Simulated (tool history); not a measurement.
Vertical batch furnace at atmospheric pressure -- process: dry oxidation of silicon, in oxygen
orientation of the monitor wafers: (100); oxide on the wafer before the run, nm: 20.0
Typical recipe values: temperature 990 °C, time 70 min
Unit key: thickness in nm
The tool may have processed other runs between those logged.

run,hour,temperature,time,"read-back reference wafer on the same gauge, thickness",thickness
1,0,979,70,47.34,48.42
2,63.3,979,70,47.34,48.52
3,286.4,979,70,47.29,48.21
4,337.3,972,96.5,47.29,55.47
# hour 387.4: thermocouples replaced and temperature profile calibrated
5,409.7,972,96.5,47.28,55.44
6,503,972,96.5,47.27,55.64
7,549.6,990,70,47.34,51.3
# hour 564.2: gauge calibrated
8,599.1,990,70,47.31,51.04
# hour 686.5: boat lift adjusted
9,707,977,70,47.27,47.36
10,797.8,990,55,47.32,44.74
11,881.3,969,70,47.27,45.09
12,955.9,969,70,47.28,45.09
# hour 985.6: boat lift adjusted, repeated, since the last time left the tool worse
13,1008.6,1015,45,47.27,50.4
14,1107.4,990,70,47.32,52.71
15,1156.9,1013,100,47.29,78.31
16,1204.1,990,93.5,47.3,62.29

Estimate the outcome of run 17 from the log above:
17,1255.1,966,92.5,?,?

For run 17 the tool returned read-back reference wafer on the same gauge, thickness 47.28, thickness 53.06 nm.
Had the tool carried no hidden state, the very same run would have given thickness 53.12 nm.
